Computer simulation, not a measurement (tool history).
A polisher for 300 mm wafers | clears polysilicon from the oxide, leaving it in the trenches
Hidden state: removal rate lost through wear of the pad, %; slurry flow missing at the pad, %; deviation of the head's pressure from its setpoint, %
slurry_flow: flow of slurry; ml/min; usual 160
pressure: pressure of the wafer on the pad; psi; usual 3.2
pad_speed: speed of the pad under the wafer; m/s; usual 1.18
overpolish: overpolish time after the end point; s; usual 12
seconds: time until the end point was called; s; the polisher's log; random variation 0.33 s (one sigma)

run     day  slurry_flow  pressure  pad_speed  overpolish  wafers since the last listed run  wafers polished on this pad  hours since the slurry nozzle was cleaned  hours since the head pressure was calibrated  incoming thickness of the incoming film, nm  seconds
  1       0          160       3.2       1.18          12                                 0                            8                                       78.7                                         296.2                                        584.2     27.1
  2   2.496          160       3.2       1.18          12                              1079                         1087                                      138.6                                         356.1                                        589.3     27.4
  3   3.583          160       3.2       1.18          12                               470                         1557                                      164.7                                         382.2                                        588.4     26.9
  4   5.467          160       2.3       1.18          12                               814                         2372                                      209.9                                         427.4                                        582.3     38.9
  5   7.121          160       2.3       1.18          12                               715                         3087                                      249.6                                         467.1                                        580.1     38.3
  6   9.454          160       2.3       1.18          12                              1008                         4096                                      305.6                                         523.1                                        586.6     38.9
  7  11.125          160       3.2       1.18          12                               722                         4818                                      345.7                                         563.2                                          572     28.1
  8  17.921          160       3.2       1.18          15                              2938                         7757                                      508.8                                         726.3                                          580     29.6
  9  19.433          160       3.2       1.18          15                               654                         8411                                      545.1                                         762.6                                        583.2     30.6
     22.133  -- worn pad replaced by a new one
     22.142  -- slurry nozzle cleaned
 10  22.325          160       3.2       1.18          15                              1173                           78                                        4.4                                           832                                        589.1     26.8
 11  23.933          160       3.2       1.18          12                               695                          774                                         43                                         870.6                                        585.2     26.4
 12  25.096          160       3.2       1.28          12                               502                         1276                                       70.9                                         898.5                                        583.5     24.9
 13  27.488          160       3.2       1.28          12                              1034                         2310                                      128.3                                         955.9                                        572.6     24.3
 14  30.121          185       3.2       1.18          12                              1138                         3449                                      191.5                                        1019.1                                        569.4     25.4
 15  31.596          185       3.2       1.18          12                               637                         4087                                      226.9                                        1054.5                                        581.3     26.5
     35.167  -- head pressure recalibrated
 16  39.117          160       2.3       1.48          12                              3216                         7303                                      407.4                                          94.8                                        579.1     31.6
     39.383  -- worn pad replaced by a new one
 17  41.438          160       3.2       1.18          12                               931                          888                                      463.1                                         150.5                                        579.1     28.5
 18  43.204          160       3.2       1.18          12                               763                         1652                                      505.5                                         192.9                                        578.1       29
     43.975  -- slurry nozzle cleaned
 19  45.442          160       2.5       1.18          12                               949                         2601                                       35.2                                         246.6                                        591.5     34.5
 20  53.729          160       3.2       1.54          12                              3583                         6185                                      234.1                                         445.5                                        584.8     21.2
 21  56.225          120       3.2       1.18          17                              1079                         7264                                        294                                         505.4                                        579.7     30.7
 22    58.2          160       3.2       1.18          12                               853                         8118                                      341.4                                         552.8                                        580.9     28.1
 23  60.362          135       2.4       0.86          17                               935                         9053                                      393.3                                         604.7                                          576     53.8
     61.171  -- worn pad replaced by a new one
 24  61.862          160       3.2       1.18          12                               576                          299                                      429.3                                         640.7                                        581.9     28.7
 25  64.146          115       3.2       1.42          15                               987                         1286                                      484.1                                         695.5                                        586.1     26.9
 26  66.642          160       2.4        1.5           6                              1079                         2366                                        544                                         755.4                                        586.2     31.9
     67.525  -- slurry nozzle cleaned
 27  68.112          110       3.2       1.18          15                               617                         2984                                       14.1                                         790.7                                        574.3     28.4
 28  72.392          180       3.2       1.18          10                              1850                         4834                                      116.8                                         893.4                                        577.8     25.4
 29   73.85          180       3.2       1.18          10                               630                         5464                                      151.8                                         928.4                                        582.5     26.4
     78.158  -- worn pad replaced by a new one
 30    79.6          160       3.2       1.18          12                              2414                          622                                      289.8                                        1066.4                                        590.4     27.8
 31  80.892          205       3.2       1.58          10                               558                         1181                                      320.8                                        1097.4                                        590.3     19.7
 32   83.65          160       3.9       1.18          12                              1192                         2374                                        387                                        1163.6                                        580.7     22.4
     85.062  -- head pressure recalibrated
 33  86.112          205       2.6       1.38           7                              1028                         3402                                      446.1                                          25.2                                        586.7     28.5
 34  87.154          160       3.2       1.18          12                               450                         3853                                      471.1                                          50.2                                        571.3     28.6
 35  90.142          160       3.2       1.18          12                              1291                         5145                                      542.8                                         121.9                                        570.9     28.9

What the log doesn't show, run by run:
removal rate lost through wear of the pad, %: 0 in every run
deviation of the head's pressure from its setpoint, %: 0 in every run
H1: slurry flow missing at the pad, %
run    H1
  1  10.6
  2  14.6
  3  16.3
  4  19.4
  5  22.1
  6  25.8
  7  28.5
  8  39.5
  9  41.9
 10  3.07
 11  5.67
 12  7.55
 13  11.4
 14  15.7
 15    18
 16  30.2
 17  33.9
 18  36.8
 19  7.59
 20    21
 21    25
 22  28.2
 23  31.7
 24  34.1
 25  37.8
 26  41.8
 27  1.17
 28  8.08
 29  10.4
 30  19.7
 31  21.8
 32  26.3
 33  30.2
 34  31.9
 35  36.7
